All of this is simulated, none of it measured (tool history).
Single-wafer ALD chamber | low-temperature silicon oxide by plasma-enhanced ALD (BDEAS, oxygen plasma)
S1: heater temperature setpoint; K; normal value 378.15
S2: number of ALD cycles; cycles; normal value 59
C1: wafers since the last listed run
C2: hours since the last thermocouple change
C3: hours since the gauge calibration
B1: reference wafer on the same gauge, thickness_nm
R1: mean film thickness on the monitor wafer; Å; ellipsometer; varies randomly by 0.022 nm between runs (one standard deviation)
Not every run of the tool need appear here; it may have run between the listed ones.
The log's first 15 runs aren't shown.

{"hour": 318.6, "done": "gauge calibrated"}
{"run": 16, "hour": 339.2, "S1": 373.15, "S2": 59, "C1": 105, "C2": 1336.2, "C3": 20.6, "B1": 10.157, "R1": 90.66}
{"run": 17, "hour": 355.4, "S1": 373.15, "S2": 59, "C1": 79, "C2": 1352.4, "C3": 36.8, "B1": 10.157, "R1": 90.93}
{"run": 18, "hour": 378.8, "S1": 378.15, "S2": 59, "C1": 114, "C2": 1375.8, "C3": 60.2, "B1": 10.159, "R1": 90.22}
{"run": 19, "hour": 413.5, "S1": 378.15, "S2": 59, "C1": 169, "C2": 1410.5, "C3": 94.9, "B1": 10.158, "R1": 90.16}
{"run": 20, "hour": 441.8, "S1": 368.15, "S2": 50, "C1": 138, "C2": 1438.8, "C3": 123.2, "B1": 10.163, "R1": 78.52}
{"run": 21, "hour": 506.0, "S1": 378.15, "S2": 59, "C1": 313, "C2": 1503.0, "C3": 187.4, "B1": 10.157, "R1": 89.81}
{"hour": 524.4, "done": "thermocouple changed; heater temperature recalibrated"}
{"run": 22, "hour": 524.9, "S1": 378.15, "S2": 64, "C1": 53, "C2": 0.5, "C3": 206.3, "B1": 10.158, "R1": 97.96}
{"run": 23, "hour": 542.3, "S1": 389.15, "S2": 56, "C1": 84, "C2": 17.9, "C3": 223.7, "B1": 10.161, "R1": 83.53}
{"run": 24, "hour": 556.4, "S1": 378.15, "S2": 59, "C1": 68, "C2": 32.0, "C3": 237.8, "B1": 10.164, "R1": 89.76}
{"run": 25, "hour": 579.5, "S1": 367.15, "S2": 68, "C1": 112, "C2": 55.1, "C3": 260.9, "B1": 10.162, "R1": 106.47}
{"run": 26, "hour": 613.5, "S1": 378.15, "S2": 47, "C1": 166, "C2": 89.1, "C3": 294.9, "B1": 10.156, "R1": 71.79}
{"run": 27, "hour": 634.8, "S1": 372.15, "S2": 59, "C1": 104, "C2": 110.4, "C3": 316.2, "B1": 10.159, "R1": 90.62}
{"run": 28, "hour": 653.2, "S1": 374.15, "S2": 69, "C1": 89, "C2": 128.8, "C3": 334.6, "B1": 10.158, "R1": 105.83}
{"run": 29, "hour": 666.5, "S1": 365.15, "S2": 64, "C1": 64, "C2": 142.1, "C3": 347.9, "B1": 10.164, "R1": 100.87}
{"run": 30, "hour": 679.9, "S1": 378.15, "S2": 59, "C1": 65, "C2": 155.5, "C3": 361.3, "B1": 10.158, "R1": 89.93}
{"run": 31, "hour": 698.5, "S1": 368.15, "S2": 48, "C1": 90, "C2": 174.1, "C3": 379.9, "B1": 10.164, "R1": 75.01}
{"run": 32, "hour": 719.6, "S1": 374.15, "S2": 48, "C1": 103, "C2": 195.2, "C3": 401.0, "B1": 10.158, "R1": 73.61}
{"run": 33, "hour": 734.1, "S1": 386.15, "S2": 50, "C1": 70, "C2": 209.7, "C3": 415.5, "B1": 10.163, "R1": 74.93}
{"run": 34, "hour": 759.2, "S1": 378.15, "S2": 59, "C1": 122, "C2": 234.8, "C3": 440.6, "B1": 10.159, "R1": 89.97}
{"run": 35, "hour": 791.8, "S1": 378.15, "S2": 59, "C1": 159, "C2": 267.4, "C3": 473.2, "B1": 10.156, "R1": 90.07}
{"run": 36, "hour": 807.6, "S1": 383.15, "S2": 71, "C1": 77, "C2": 283.2, "C3": 489.0, "B1": 10.161, "R1": 107.69}
{"run": 37, "hour": 840.5, "S1": 378.15, "S2": 59, "C1": 160, "C2": 316.1, "C3": 521.9, "B1": 10.157, "R1": 90.38}
{"run": 38, "hour": 861.7, "S1": 392.15, "S2": 64, "C1": 103, "C2": 337.3, "C3": 543.1, "B1": 10.159, "R1": 95.08}

For run 39, what comes out?
{"run": 39, "hour": 897.3, "S1": 378.15, "S2": 59, "C1": 173, "C2": 372.9, "C3": 578.7, "B1": "?", "R1": "?"}

{"run 39": {"B1": 10.161, "R1": 90.09}}
Take away the tool's hidden state, keep the run-to-run variation as it was, and the same run would have given R1 90.09 Å.
